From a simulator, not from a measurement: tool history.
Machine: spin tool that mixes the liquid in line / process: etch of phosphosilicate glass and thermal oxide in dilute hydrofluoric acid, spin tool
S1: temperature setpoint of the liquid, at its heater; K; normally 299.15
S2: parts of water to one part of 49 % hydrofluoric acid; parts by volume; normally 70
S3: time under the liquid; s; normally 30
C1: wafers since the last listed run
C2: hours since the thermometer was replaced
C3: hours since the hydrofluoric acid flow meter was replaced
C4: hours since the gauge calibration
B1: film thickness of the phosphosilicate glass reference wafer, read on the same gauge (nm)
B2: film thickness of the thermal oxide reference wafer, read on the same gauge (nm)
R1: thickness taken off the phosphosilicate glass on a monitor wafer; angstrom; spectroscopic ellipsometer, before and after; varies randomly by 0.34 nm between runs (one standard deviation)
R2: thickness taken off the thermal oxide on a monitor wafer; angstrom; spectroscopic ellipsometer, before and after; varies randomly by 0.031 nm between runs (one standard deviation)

{"run": 1, "hour": 0.0, "S1": 299.15, "S2": 70, "S3": 35, "C1": 0, "C2": 2190.4, "C3": 109.5, "C4": 456.3, "B1": 109.99, "B2": 130.01, "R1": 452.0, "R2": 23.92}
{"run": 2, "hour": 48.2, "S1": 299.15, "S2": 70, "S3": 35, "C1": 805, "C2": 2238.6, "C3": 157.7, "C4": 504.5, "B1": 109.99, "B2": 129.972, "R1": 453.2, "R2": 24.19}
{"run": 3, "hour": 96.9, "S1": 299.15, "S2": 70, "S3": 30, "C1": 814, "C2": 2287.3, "C3": 206.4, "C4": 553.2, "B1": 109.98, "B2": 129.983, "R1": 387.0, "R2": 20.83}
{"run": 4, "hour": 128.8, "S1": 299.15, "S2": 70, "S3": 40, "C1": 533, "C2": 2319.2, "C3": 238.3, "C4": 585.1, "B1": 109.97, "B2": 129.985, "R1": 525.1, "R2": 27.24}
{"run": 5, "hour": 194.4, "S1": 297.15, "S2": 70, "S3": 15, "C1": 1096, "C2": 2384.8, "C3": 303.9, "C4": 650.7, "B1": 110.02, "B2": 130.008, "R1": 179.8, "R2": 9.69}
{"run": 6, "hour": 230.7, "S1": 297.15, "S2": 70, "S3": 15, "C1": 606, "C2": 2421.1, "C3": 340.2, "C4": 687.0, "B1": 110.0, "B2": 129.991, "R1": 177.7, "R2": 9.69}
{"run": 7, "hour": 254.8, "S1": 299.15, "S2": 95, "S3": 30, "C1": 402, "C2": 2445.2, "C3": 364.3, "C4": 711.1, "B1": 109.97, "B2": 130.015, "R1": 278.4, "R2": 14.89}
{"run": 8, "hour": 307.9, "S1": 299.15, "S2": 85, "S3": 30, "C1": 887, "C2": 2498.3, "C3": 417.4, "C4": 764.2, "B1": 110.01, "B2": 129.989, "R1": 313.9, "R2": 17.35}
{"run": 9, "hour": 334.1, "S1": 299.15, "S2": 85, "S3": 30, "C1": 437, "C2": 2524.5, "C3": 443.6, "C4": 790.4, "B1": 110.0, "B2": 130.003, "R1": 315.1, "R2": 17.13}
{"run": 10, "hour": 362.6, "S1": 299.15, "S2": 70, "S3": 30, "C1": 476, "C2": 2553.0, "C3": 472.1, "C4": 818.9, "B1": 110.03, "B2": 129.991, "R1": 386.6, "R2": 21.19}
{"hour": 373.5, "done": "gauge calibrated"}
{"run": 11, "hour": 404.5, "S1": 299.15, "S2": 70, "S3": 30, "C1": 700, "C2": 2594.9, "C3": 514.0, "C4": 31.0, "B1": 110.02, "B2": 129.993, "R1": 394.9, "R2": 20.69}
{"run": 12, "hour": 442.5, "S1": 302.65, "S2": 70, "S3": 20, "C1": 635, "C2": 2632.9, "C3": 552.0, "C4": 69.0, "B1": 110.01, "B2": 129.986, "R1": 295.5, "R2": 16.17}
{"run": 13, "hour": 466.6, "S1": 299.15, "S2": 70, "S3": 20, "C1": 402, "C2": 2657.0, "C3": 576.1, "C4": 93.1, "B1": 109.96, "B2": 129.978, "R1": 262.1, "R2": 14.47}
{"run": 14, "hour": 518.6, "S1": 297.15, "S2": 70, "S3": 15, "C1": 869, "C2": 2709.0, "C3": 628.1, "C4": 145.1, "B1": 110.04, "B2": 129.97, "R1": 182.2, "R2": 9.57}
{"run": 15, "hour": 560.6, "S1": 299.15, "S2": 70, "S3": 30, "C1": 702, "C2": 2751.0, "C3": 670.1, "C4": 187.1, "B1": 110.02, "B2": 130.007, "R1": 392.6, "R2": 21.14}
{"run": 16, "hour": 594.6, "S1": 304.15, "S2": 70, "S3": 20, "C1": 568, "C2": 2785.0, "C3": 704.1, "C4": 221.1, "B1": 109.99, "B2": 130.022, "R1": 322.1, "R2": 17.09}
{"run": 17, "hour": 650.4, "S1": 303.65, "S2": 70, "S3": 20, "C1": 932, "C2": 2840.8, "C3": 759.9, "C4": 276.9, "B1": 110.0, "B2": 130.041, "R1": 314.8, "R2": 17.39}
{"run": 18, "hour": 713.7, "S1": 294.65, "S2": 70, "S3": 30, "C1": 1058, "C2": 2904.1, "C3": 823.2, "C4": 340.2, "B1": 110.02, "B2": 129.995, "R1": 328.4, "R2": 17.48}
{"hour": 742.6, "done": "thermometer replaced"}
{"run": 19, "hour": 748.9, "S1": 303.15, "S2": 70, "S3": 30, "C1": 571, "C2": 6.3, "C3": 858.4, "C4": 375.4, "B1": 110.0, "B2": 130.016, "R1": 520.9, "R2": 28.03}
{"hour": 776.5, "done": "hydrofluoric acid flow meter replaced"}
{"run": 20, "hour": 811.2, "S1": 302.15, "S2": 50, "S3": 35, "C1": 1024, "C2": 68.6, "C3": 34.7, "C4": 437.7, "B1": 109.99, "B2": 129.992, "R1": 785.8, "R2": 42.47}
{"run": 21, "hour": 883.1, "S1": 296.15, "S2": 70, "S3": 30, "C1": 1201, "C2": 140.5, "C3": 106.6, "C4": 509.6, "B1": 110.0, "B2": 130.014, "R1": 377.2, "R2": 20.22}
{"run": 22, "hour": 926.1, "S1": 299.15, "S2": 70, "S3": 30, "C1": 718, "C2": 183.5, "C3": 149.6, "C4": 552.6, "B1": 109.99, "B2": 130.034, "R1": 422.4, "R2": 22.01}
{"run": 23, "hour": 983.8, "S1": 299.15, "S2": 70, "S3": 30, "C1": 964, "C2": 241.2, "C3": 207.3, "C4": 610.3, "B1": 109.99, "B2": 129.985, "R1": 422.4, "R2": 22.44}
{"run": 24, "hour": 1021.8, "S1": 299.15, "S2": 70, "S3": 30, "C1": 635, "C2": 279.2, "C3": 245.3, "C4": 648.3, "B1": 109.98, "B2": 129.978, "R1": 422.4, "R2": 22.95}
{"run": 25, "hour": 1086.7, "S1": 301.15, "S2": 70, "S3": 30, "C1": 1084, "C2": 344.1, "C3": 310.2, "C4": 713.2, "B1": 109.98, "B2": 129.998, "R1": 462.1, "R2": 24.29}

Predict each of these 3 candidate next runs independently; none follows another, all start after run 25:
{"run": "A", "hour": 1087.1, "S1": 299.15, "S2": 70, "S3": 30, "C1": 6, "C2": 344.5, "C3": 310.6, "C4": 713.6, "B1": "?", "B2": "?", "R1": "?", "R2": "?"}
{"run": "B", "hour": 1087.1, "S1": 302.15, "S2": 55, "S3": 35, "C1": 6, "C2": 344.5, "C3": 310.6, "C4": 713.6, "B1": "?", "B2": "?", "R1": "?", "R2": "?"}
{"run": "C", "hour": 1087.1, "S1": 301.65, "S2": 100, "S3": 30, "C1": 6, "C2": 344.5, "C3": 310.6, "C4": 713.6, "B1": "?", "B2": "?", "R1": "?", "R2": "?"}

run=A B1=110.01 B2=130.002 R1=420.1 R2=22.80
run=B B1=110.01 B2=130.002 R1=717.5 R2=38.93
run=C B1=110.01 B2=130.002 R1=311.8 R2=16.92
Stripped of hidden state, with their random variation kept, the same runs would have yielded:
run=A R1=415.6 R2=22.55
run=B R1=709.9 R2=38.52
run=C R1=307.9 R2=16.71
